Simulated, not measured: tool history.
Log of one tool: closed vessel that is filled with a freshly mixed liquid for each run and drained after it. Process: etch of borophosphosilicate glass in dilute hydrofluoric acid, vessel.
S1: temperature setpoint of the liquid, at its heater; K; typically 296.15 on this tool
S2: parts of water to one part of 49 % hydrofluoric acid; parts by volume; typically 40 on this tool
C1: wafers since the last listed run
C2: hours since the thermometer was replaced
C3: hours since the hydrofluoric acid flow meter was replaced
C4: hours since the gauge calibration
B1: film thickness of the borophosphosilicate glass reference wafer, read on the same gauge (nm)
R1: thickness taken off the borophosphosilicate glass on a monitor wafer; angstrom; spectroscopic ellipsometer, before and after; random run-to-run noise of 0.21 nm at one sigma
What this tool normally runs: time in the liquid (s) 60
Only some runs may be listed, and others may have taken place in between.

Run 1, hour 0.0: usual settings; C1 0; C2 1168.8; C3 2662.5; C4 196.7; B1 79.98. Result: R1 729.6 angstrom.
Run 2, hour 10.8: usual settings; C1 1029; C2 1179.6; C3 2673.3; C4 207.5; B1 80.00. Result: R1 729.5 angstrom.
Run 3, hour 27.5: usual settings but S2 55 parts by volume, time in the liquid (s) 80; C1 1591; C2 1196.3; C3 2690.0; C4 224.2; B1 80.00. Result: R1 692.9 angstrom.
Run 4, hour 39.9: usual settings; C1 1181; C2 1208.7; C3 2702.4; C4 236.6; B1 80.04. Result: R1 729.5 angstrom.
Run 5, hour 47.9: usual settings; C1 762; C2 1216.7; C3 2710.4; C4 244.6; B1 80.04. Result: R1 730.4 angstrom.
Run 6, hour 57.7: usual settings but S1 299.15 K, S2 55 parts by volume; C1 933; C2 1226.5; C3 2720.2; C4 254.4; B1 80.00. Result: R1 590.2 angstrom.
At hour 68.7: gauge calibrated.
Run 7, hour 68.8: usual settings but S1 299.15 K, S2 55 parts by volume; C1 1057; C2 1237.6; C3 2731.3; C4 0.1; B1 79.99. Result: R1 585.6 angstrom.
At hour 75.3: thermometer replaced.
At hour 76.1: hydrofluoric acid flow meter replaced.
Run 8, hour 76.6: usual settings; C1 564; C2 1.3; C3 0.5; C4 7.9; B1 79.95. Result: R1 650.1 angstrom.
Run 9, hour 89.1: usual settings but S1 301.15 K, S2 55 parts by volume; C1 1191; C2 13.8; C3 13.0; C4 20.4; B1 80.00. Result: R1 567.7 angstrom.
Run 10, hour 106.3: usual settings but S1 294.15 K, S2 50 parts by volume; C1 1638; C2 31.0; C3 30.2; C4 37.6; B1 79.99. Result: R1 473.6 angstrom.
Run 11, hour 124.2: usual settings but S1 299.15 K; C1 1705; C2 48.9; C3 48.1; C4 55.5; B1 80.02. Result: R1 735.8 angstrom.
Run 12, hour 136.5: usual settings but S2 30 parts by volume, time in the liquid (s) 70; C1 1171; C2 61.2; C3 60.4; C4 67.8; B1 80.01. Result: R1 1030.7 angstrom.
Run 13, hour 146.9: usual settings but S2 45 parts by volume, time in the liquid (s) 30; C1 990; C2 71.6; C3 70.8; C4 78.2; B1 80.00. Result: R1 289.2 angstrom.
Run 14, hour 163.0: usual settings; C1 1534; C2 87.7; C3 86.9; C4 94.3; B1 79.96. Result: R1 656.3 angstrom.
Run 15, hour 180.5: usual settings but S1 300.15 K; C1 1667; C2 105.2; C3 104.4; C4 111.8; B1 80.03. Result: R1 771.4 angstrom.
Run 16, hour 195.3: usual settings but S1 297.65 K, time in the liquid (s) 30; C1 1410; C2 120.0; C3 119.2; C4 126.6; B1 79.99. Result: R1 349.2 angstrom.
Run 17, hour 210.7: usual settings; C1 1467; C2 135.4; C3 134.6; C4 142.0; B1 80.01. Result: R1 658.8 angstrom.

3 options for the next run, each taken on its own from the tool as it stands now. Forecast them:
Run A, hour 211.4: usual settings; C1 66; C2 136.1; C3 135.3; C4 142.7; B1 ?. Result: R1 ?.
Run B, hour 211.4: usual settings but S1 293.15 K, S2 25 parts by volume, time in the liquid (s) 75; C1 66; C2 136.1; C3 135.3; C4 142.7; B1 ?. Result: R1 ?.
Run C, hour 211.4: usual settings but S1 299.65 K, S2 20 parts by volume, time in the liquid (s) 50; C1 66; C2 136.1; C3 135.3; C4 142.7; B1 ?. Result: R1 ?.

run     B1      R1
  A  80.02   659.0
  B  80.02  1182.9
  C  80.02  1305.9
Without the tool's hidden state the same runs would have given:
run      R1
  A   646.7
  B  1160.1
  C  1281.8

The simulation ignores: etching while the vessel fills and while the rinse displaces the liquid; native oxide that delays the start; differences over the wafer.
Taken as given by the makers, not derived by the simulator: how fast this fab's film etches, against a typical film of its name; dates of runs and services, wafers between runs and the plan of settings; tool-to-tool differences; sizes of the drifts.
